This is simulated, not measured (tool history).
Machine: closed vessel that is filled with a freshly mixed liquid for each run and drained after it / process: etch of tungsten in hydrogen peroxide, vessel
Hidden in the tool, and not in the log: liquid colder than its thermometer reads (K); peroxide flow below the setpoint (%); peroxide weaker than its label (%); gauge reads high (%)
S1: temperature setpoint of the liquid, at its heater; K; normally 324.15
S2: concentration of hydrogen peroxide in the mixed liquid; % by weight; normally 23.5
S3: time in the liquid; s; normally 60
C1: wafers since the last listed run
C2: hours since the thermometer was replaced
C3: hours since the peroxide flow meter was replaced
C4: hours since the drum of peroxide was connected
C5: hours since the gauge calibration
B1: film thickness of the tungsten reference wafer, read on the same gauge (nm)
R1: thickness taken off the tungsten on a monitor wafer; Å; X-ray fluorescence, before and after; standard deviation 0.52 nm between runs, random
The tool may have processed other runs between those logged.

run	hour	S1	S2	S3	C1	C2	C3	C4	C5	B1	R1
1	0.0	331.65	23.5	60	0	1046.2	2039.0	884.3	1141.5	149.99	968.6
2	21.8	331.65	23.5	60	2417	1068.0	2060.8	906.1	1163.3	150.01	974.4
# hour 25.3: gauge calibrated
3	75.7	331.65	23.5	60	5978	1121.9	2114.7	960.0	50.4	150.00	973.5
4	105.5	324.15	23.5	60	3305	1151.7	2144.5	989.8	80.2	150.00	624.0
# hour 115.2: new drum of peroxide connected
5	131.5	324.15	23.5	60	2772	1177.7	2170.5	16.3	106.2	150.00	650.1
6	145.5	324.15	23.5	60	1552	1191.7	2184.5	30.3	120.2	149.99	657.3
7	159.0	324.15	23.5	60	1497	1205.2	2198.0	43.8	133.7	149.98	644.7
8	175.7	324.15	23.5	60	1852	1221.9	2214.7	60.5	150.4	149.99	646.6
9	204.7	324.15	23.5	60	3216	1250.9	2243.7	89.5	179.4	150.01	651.0
10	238.2	331.65	23.5	30	3715	1284.4	2277.2	123.0	212.9	149.99	506.3
11	262.1	324.15	23.5	60	2650	1308.3	2301.1	146.9	236.8	149.99	643.1
12	285.5	324.15	29.0	40	2595	1331.7	2324.5	170.3	260.2	149.98	482.2
13	315.7	314.15	23.5	35	3349	1361.9	2354.7	200.5	290.4	150.01	202.7
14	335.2	321.65	27.5	85	2162	1381.4	2374.2	220.0	309.9	150.01	844.2
# hour 359.0: thermometer replaced
15	362.7	324.15	23.5	60	2939	3.7	2401.7	247.5	337.4	150.01	639.9
16	380.9	315.65	26.5	70	2018	21.9	2419.9	265.7	355.6	150.01	469.2
17	393.0	328.65	19.5	90	1342	34.0	2432.0	277.8	367.7	150.00	1140.6
# hour 404.7: peroxide flow meter replaced
18	412.8	330.15	17.0	60	2085	53.8	8.1	297.6	387.5	150.01	775.3
19	446.6	324.15	29.0	40	3748	87.6	41.9	331.4	421.3	150.00	478.3
20	464.0	324.15	23.5	60	1929	105.0	59.3	348.8	438.7	150.02	641.8
21	483.6	331.65	23.5	60	2173	124.6	78.9	368.4	458.3	149.99	989.4
22	514.8	324.15	23.5	60	3460	155.8	110.1	399.6	489.5	150.02	643.1
23	546.2	324.15	23.5	60	3482	187.2	141.5	431.0	520.9	149.98	637.7
24	560.9	329.15	28.5	75	1630	201.9	156.2	445.7	535.6	150.01	1196.7
25	584.1	320.65	17.5	30	2573	225.1	179.4	468.9	558.8	150.00	221.3
26	601.7	324.15	29.0	45	1952	242.7	197.0	486.5	576.4	149.99	527.3
27	624.8	324.15	23.5	30	2562	265.8	220.1	509.6	599.5	150.00	319.3
28	658.3	329.65	23.5	80	3715	299.3	253.6	543.1	633.0	149.99	1174.7
29	691.6	324.15	23.5	60	3693	332.6	286.9	576.4	666.3	150.00	645.4

Some steps in R1 between neighbouring runs. How much of each would the tool show without its hidden state too (settings, what came in, random variation), and how much is left for the hidden state, with any gauge scatter that isn't in both results?
Run 24 -> 25: S1 329.15 -> 320.65, S2 28.5 -> 17.5, S3 75 -> 30. R1 -975.4 Å: hidden state +25.9, all else -1001.3.
Run 27 -> 28: S1 324.15 -> 329.65, S3 30 -> 80. R1 +855.4 Å: hidden state -27.5, all else +882.9.
